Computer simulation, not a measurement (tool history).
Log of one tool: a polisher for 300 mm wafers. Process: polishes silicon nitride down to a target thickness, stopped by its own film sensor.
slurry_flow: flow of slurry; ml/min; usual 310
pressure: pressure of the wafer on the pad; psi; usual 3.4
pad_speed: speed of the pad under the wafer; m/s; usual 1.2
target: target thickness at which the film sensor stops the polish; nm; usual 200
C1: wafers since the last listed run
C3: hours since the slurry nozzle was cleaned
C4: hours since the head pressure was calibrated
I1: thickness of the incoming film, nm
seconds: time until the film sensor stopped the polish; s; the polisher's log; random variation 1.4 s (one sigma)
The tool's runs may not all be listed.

{"run": 1, "hour": 0.0, "slurry_flow": 310, "pressure": 3.4, "pad_speed": 1.2, "target": 200, "C1": 0, "wafers polished on this pad": 1619, "C3": 74.5, "C4": 127.7, "I1": 460.9, "seconds": 122.3}
{"run": 2, "hour": 38.2, "slurry_flow": 310, "pressure": 3.4, "pad_speed": 1.2, "target": 200, "C1": 216, "wafers polished on this pad": 1836, "C3": 112.7, "C4": 165.9, "I1": 460.6, "seconds": 120.4}
{"run": 3, "hour": 101.5, "slurry_flow": 340, "pressure": 3.4, "pad_speed": 1.2, "target": 200, "C1": 359, "wafers polished on this pad": 2195, "C3": 176, "C4": 229.2, "I1": 461.4, "seconds": 122.5}
{"hour": 119.0, "done": "worn pad replaced by a new one"}
{"run": 4, "hour": 128.5, "slurry_flow": 340, "pressure": 3.4, "pad_speed": 1.2, "target": 200, "C1": 130, "wafers polished on this pad": 53, "C3": 203, "C4": 256.2, "I1": 462.4, "seconds": 121.5}
{"run": 5, "hour": 191.3, "slurry_flow": 340, "pressure": 3.4, "pad_speed": 1.2, "target": 200, "C1": 356, "wafers polished on this pad": 409, "C3": 265.8, "C4": 319, "I1": 456.5, "seconds": 122.3}
{"run": 6, "hour": 237.2, "slurry_flow": 310, "pressure": 3.4, "pad_speed": 1.5, "target": 200, "C1": 260, "wafers polished on this pad": 670, "C3": 311.7, "C4": 364.9, "I1": 461.3, "seconds": 109.8}
{"run": 7, "hour": 282.9, "slurry_flow": 310, "pressure": 3.4, "pad_speed": 1.5, "target": 200, "C1": 259, "wafers polished on this pad": 929, "C3": 357.4, "C4": 410.6, "I1": 456.8, "seconds": 105.9}
{"run": 8, "hour": 313.7, "slurry_flow": 310, "pressure": 3.4, "pad_speed": 1.2, "target": 200, "C1": 174, "wafers polished on this pad": 1103, "C3": 388.2, "C4": 441.4, "I1": 468.6, "seconds": 130.2}
{"hour": 320.9, "done": "head pressure recalibrated"}
{"run": 9, "hour": 352.5, "slurry_flow": 310, "pressure": 3.4, "pad_speed": 1.2, "target": 200, "C1": 208, "wafers polished on this pad": 1312, "C3": 427, "C4": 31.6, "I1": 464, "seconds": 126.6}
{"run": 10, "hour": 394.7, "slurry_flow": 310, "pressure": 3.4, "pad_speed": 1.2, "target": 200, "C1": 239, "wafers polished on this pad": 1552, "C3": 469.2, "C4": 73.8, "I1": 455.6, "seconds": 123.7}
{"run": 11, "hour": 423.4, "slurry_flow": 310, "pressure": 3.4, "pad_speed": 1.2, "target": 200, "C1": 162, "wafers polished on this pad": 1714, "C3": 497.9, "C4": 102.5, "I1": 467.1, "seconds": 127.8}
{"hour": 549.9, "done": "worn pad replaced by a new one"}
{"run": 12, "hour": 597.5, "slurry_flow": 310, "pressure": 3.4, "pad_speed": 1.2, "target": 200, "C1": 964, "wafers polished on this pad": 269, "C3": 672, "C4": 276.6, "I1": 455.3, "seconds": 123.6}
{"run": 13, "hour": 662.9, "slurry_flow": 350, "pressure": 3.4, "pad_speed": 1.5, "target": 200, "C1": 370, "wafers polished on this pad": 640, "C3": 737.4, "C4": 342, "I1": 462.8, "seconds": 114}
{"run": 14, "hour": 711.1, "slurry_flow": 310, "pressure": 3.4, "pad_speed": 1.2, "target": 200, "C1": 273, "wafers polished on this pad": 914, "C3": 785.6, "C4": 390.2, "I1": 458.4, "seconds": 128.5}
{"run": 15, "hour": 745.5, "slurry_flow": 310, "pressure": 3.4, "pad_speed": 1.2, "target": 200, "C1": 195, "wafers polished on this pad": 1109, "C3": 820, "C4": 424.6, "I1": 450, "seconds": 124.1}
{"hour": 795.3, "done": "head pressure recalibrated"}
{"run": 16, "hour": 811.0, "slurry_flow": 310, "pressure": 2.7, "pad_speed": 1.2, "target": 200, "C1": 360, "wafers polished on this pad": 1469, "C3": 885.5, "C4": 15.7, "I1": 455.9, "seconds": 147.8}
{"run": 17, "hour": 845.4, "slurry_flow": 395, "pressure": 4.2, "pad_speed": 1.52, "target": 252, "C1": 195, "wafers polished on this pad": 1664, "C3": 919.9, "C4": 50.1, "I1": 459.2, "seconds": 78.5}
{"hour": 857.0, "done": "slurry nozzle cleaned"}
{"run": 18, "hour": 908.2, "slurry_flow": 310, "pressure": 3.4, "pad_speed": 1.2, "target": 227, "C1": 350, "wafers polished on this pad": 2014, "C3": 51.2, "C4": 112.9, "I1": 462, "seconds": 109.2}
{"hour": 942.8, "done": "worn pad replaced by a new one"}
{"run": 19, "hour": 979.3, "slurry_flow": 360, "pressure": 3.4, "pad_speed": 1.2, "target": 242, "C1": 380, "wafers polished on this pad": 206, "C3": 122.3, "C4": 184, "I1": 468.4, "seconds": 103.9}
{"run": 20, "hour": 1021.8, "slurry_flow": 310, "pressure": 3.4, "pad_speed": 1.2, "target": 200, "C1": 241, "wafers polished on this pad": 447, "C3": 164.8, "C4": 226.5, "I1": 465.4, "seconds": 127.6}
{"hour": 1157.4, "done": "head pressure recalibrated"}
{"run": 21, "hour": 1169.7, "slurry_flow": 265, "pressure": 3.4, "pad_speed": 1.2, "target": 170, "C1": 827, "wafers polished on this pad": 1275, "C3": 312.7, "C4": 12.3, "I1": 451.2, "seconds": 138.6}
{"hour": 1271.8, "done": "worn pad replaced by a new one"}
{"run": 22, "hour": 1364.7, "slurry_flow": 410, "pressure": 3.4, "pad_speed": 1.46, "target": 200, "C1": 1083, "wafers polished on this pad": 526, "C3": 507.7, "C4": 207.3, "I1": 456.3, "seconds": 106.8}
{"run": 23, "hour": 1409.4, "slurry_flow": 270, "pressure": 2.5, "pad_speed": 1.04, "target": 162, "C1": 253, "wafers polished on this pad": 780, "C3": 552.4, "C4": 252, "I1": 457.7, "seconds": 192.4}
{"run": 24, "hour": 1447.5, "slurry_flow": 310, "pressure": 3.4, "pad_speed": 0.96, "target": 228, "C1": 216, "wafers polished on this pad": 996, "C3": 590.5, "C4": 290.1, "I1": 458.3, "seconds": 125.4}
{"run": 25, "hour": 1481.4, "slurry_flow": 310, "pressure": 3.4, "pad_speed": 1.2, "target": 200, "C1": 192, "wafers polished on this pad": 1188, "C3": 624.4, "C4": 324, "I1": 466.5, "seconds": 131.7}
{"hour": 1605.1, "done": "head pressure recalibrated"}
{"hour": 1605.8, "done": "worn pad replaced by a new one"}
{"run": 26, "hour": 1606.3, "slurry_flow": 310, "pressure": 3.4, "pad_speed": 1.2, "target": 200, "C1": 693, "wafers polished on this pad": 3, "C3": 749.3, "C4": 1.2, "I1": 451, "seconds": 124.3}
{"hour": 1641.9, "done": "slurry nozzle cleaned"}
{"run": 27, "hour": 1673.5, "slurry_flow": 310, "pressure": 3.4, "pad_speed": 1.2, "target": 200, "C1": 375, "wafers polished on this pad": 378, "C3": 31.6, "C4": 68.4, "I1": 460.8, "seconds": 122.1}
{"run": 28, "hour": 1715.0, "slurry_flow": 270, "pressure": 4.5, "pad_speed": 1.02, "target": 200, "C1": 235, "wafers polished on this pad": 613, "C3": 73.1, "C4": 109.9, "I1": 455.4, "seconds": 109}
{"run": 29, "hour": 1744.7, "slurry_flow": 310, "pressure": 3.4, "pad_speed": 1.2, "target": 200, "C1": 168, "wafers polished on this pad": 782, "C3": 102.8, "C4": 139.6, "I1": 460.1, "seconds": 123.6}
{"run": 30, "hour": 1805.3, "slurry_flow": 310, "pressure": 3.4, "pad_speed": 1.5, "target": 200, "C1": 343, "wafers polished on this pad": 1126, "C3": 163.4, "C4": 200.2, "I1": 460.1, "seconds": 110.9}
{"run": 31, "hour": 1849.8, "slurry_flow": 345, "pressure": 2.4, "pad_speed": 1.2, "target": 146, "C1": 252, "wafers polished on this pad": 1378, "C3": 207.9, "C4": 244.7, "I1": 464.2, "seconds": 188.6}
{"run": 32, "hour": 1881.9, "slurry_flow": 245, "pressure": 2.6, "pad_speed": 1.2, "target": 242, "C1": 182, "wafers polished on this pad": 1560, "C3": 240, "C4": 276.8, "I1": 458, "seconds": 126.2}

Forecast each of these 5 alternatives for the next run:
{"run": "A", "hour": 1882.4, "slurry_flow": 310, "pressure": 3.4, "pad_speed": 1.2, "target": 200, "C1": 2, "wafers polished on this pad": 1563, "C3": 240.5, "C4": 277.3, "I1": 467.4, "seconds": "?"}
{"run": "B", "hour": 1882.4, "slurry_flow": 310, "pressure": 3.4, "pad_speed": 0.98, "target": 126, "C1": 2, "wafers polished on this pad": 1563, "C3": 240.5, "C4": 277.3, "I1": 467.4, "seconds": "?"}
{"run": "C", "hour": 1882.4, "slurry_flow": 400, "pressure": 3.4, "pad_speed": 1.04, "target": 200, "C1": 2, "wafers polished on this pad": 1563, "C3": 240.5, "C4": 277.3, "I1": 467.4, "seconds": "?"}
{"run": "D", "hour": 1882.4, "slurry_flow": 380, "pressure": 3.4, "pad_speed": 1.36, "target": 200, "C1": 2, "wafers polished on this pad": 1563, "C3": 240.5, "C4": 277.3, "I1": 467.4, "seconds": "?"}
{"run": "E", "hour": 1882.4, "slurry_flow": 220, "pressure": 3.4, "pad_speed": 1.2, "target": 249, "C1": 2, "wafers polished on this pad": 1563, "C3": 240.5, "C4": 277.3, "I1": 467.4, "seconds": "?"}

run=A seconds=127.8
run=B seconds=181.1
run=C seconds=134.3
run=D seconds=116.9
run=E seconds=109.5
Without the tool's hidden state the same runs would have given:
run=A seconds=125.7
run=B seconds=178.1
run=C seconds=132.6
run=D seconds=115.4
run=E seconds=106.9
